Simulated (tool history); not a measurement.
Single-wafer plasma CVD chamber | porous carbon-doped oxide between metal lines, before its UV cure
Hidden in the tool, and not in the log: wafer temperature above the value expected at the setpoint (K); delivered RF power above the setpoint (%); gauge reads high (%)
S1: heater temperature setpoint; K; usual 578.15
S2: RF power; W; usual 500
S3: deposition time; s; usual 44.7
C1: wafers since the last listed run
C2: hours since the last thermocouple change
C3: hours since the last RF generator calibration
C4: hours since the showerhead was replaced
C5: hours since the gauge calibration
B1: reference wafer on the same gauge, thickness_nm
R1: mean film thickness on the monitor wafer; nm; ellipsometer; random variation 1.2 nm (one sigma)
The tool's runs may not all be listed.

run	hour	S1	S2	S3	C1	C2	C3	C4	C5	B1	R1
1	0.0	578.15	575	44.7	0	87.1	724.2	3483.9	758.9	259.424	251.103
2	28.6	578.15	575	44.7	784	115.7	752.8	3512.5	787.5	258.586	249.881
3	94.5	578.15	500	44.7	1807	181.6	818.7	3578.4	853.4	258.163	234.603
4	134.6	578.15	500	44.7	1099	221.7	858.8	3618.5	893.5	258.474	233.689
5	161.6	578.15	500	44.7	740	248.7	885.8	3645.5	920.5	259.179	234.467
6	214.9	578.15	500	44.7	1462	302.0	939.1	3698.8	973.8	259.062	234.298
7	279.3	578.15	500	44.7	1766	366.4	1003.5	3763.2	1038.2	258.695	230.140
8	325.6	578.15	500	44.7	1270	412.7	1049.8	3809.5	1084.5	259.143	231.739
9	354.7	578.15	500	44.7	798	441.8	1078.9	3838.6	1113.6	258.597	231.877
10	391.7	578.15	560	44.7	1014	478.8	1115.9	3875.6	1150.6	258.739	242.393
11	435.0	578.15	500	47.6	1187	522.1	1159.2	3918.9	1193.9	259.386	245.938
12	470.5	578.15	500	47.6	973	557.6	1194.7	3954.4	1229.4	258.720	245.413
13	495.1	578.15	500	47.6	674	582.2	1219.3	3979.0	1254.0	259.450	244.043
14	563.4	589.15	500	44.7	1873	650.5	1287.6	4047.3	1322.3	258.956	215.666
15	592.6	570.15	500	44.7	800	679.7	1316.8	4076.5	1351.5	259.413	242.514
16	646.0	578.15	500	41.5	1464	733.1	1370.2	4129.9	1404.9	258.763	213.667
17	683.3	578.15	500	44.7	1023	770.4	1407.5	4167.2	1442.2	259.623	229.617
# hour 707.1: gauge calibrated
18	740.8	567.15	535	52.2	1577	827.9	1465.0	4224.7	33.7	259.401	293.929
19	774.8	578.15	500	41.1	932	861.9	1499.0	4258.7	67.7	258.931	211.756
# hour 795.4: thermocouple changed; heater temperature recalibrated
20	846.4	591.15	410	44.7	1744	51.0	1570.6	4330.3	139.3	259.686	200.044
# hour 882.6: RF generator calibrated
21	963.2	589.15	465	47.2	2984	167.8	80.6	4447.1	256.1	259.081	225.527
22	1022.2	588.15	425	36.6	1618	226.8	139.6	4506.1	315.1	259.219	170.796
23	1077.4	578.15	425	44.7	1514	282.0	194.8	4561.3	370.3	258.986	218.715
24	1102.5	588.15	590	50.1	688	307.1	219.9	4586.4	395.4	259.248	261.196
25	1132.8	578.15	500	44.7	831	337.4	250.2	4616.7	425.7	259.621	231.070
# hour 1180.2: showerhead replaced
26	1200.7	574.15	500	53.4	1643	405.3	318.1	20.5	493.6	259.932	282.021
27	1249.0	578.15	465	44.7	1324	453.6	366.4	68.8	541.9	258.653	223.448
28	1288.0	578.15	465	44.7	1069	492.6	405.4	107.8	580.9	258.615	223.338
29	1315.8	578.15	500	44.7	762	520.4	433.2	135.6	608.7	259.258	231.897
30	1360.3	570.15	500	48.1	1220	564.9	477.7	180.1	653.2	259.189	260.470
31	1409.4	589.15	500	44.7	1346	614.0	526.8	229.2	702.3	259.137	215.286
32	1449.0	578.15	500	44.7	1086	653.6	566.4	268.8	741.9	258.602	230.303
33	1494.7	578.15	500	44.7	1253	699.3	612.1	314.5	787.6	258.812	229.759
34	1549.4	578.15	500	44.7	1500	754.0	666.8	369.2	842.3	258.790	229.137

4 ways to go on from here, each from the tool as it stands after run 34. What would each give?
A	1549.8	578.15	500	44.7	10	754.4	667.2	369.6	842.7	?	?
B	1549.8	570.15	500	51.4	10	754.4	667.2	369.6	842.7	?	?
C	1549.8	578.15	500	53.1	10	754.4	667.2	369.6	842.7	?	?
D	1549.8	578.15	555	44.7	10	754.4	667.2	369.6	842.7	?	?

run	B1	R1
A	258.797	231.610
B	258.797	279.093
C	258.797	274.136
D	258.797	242.093
Without the tool's hidden state the same runs would have given:
run	R1
A	240.147
B	289.949
C	284.242
D	251.017
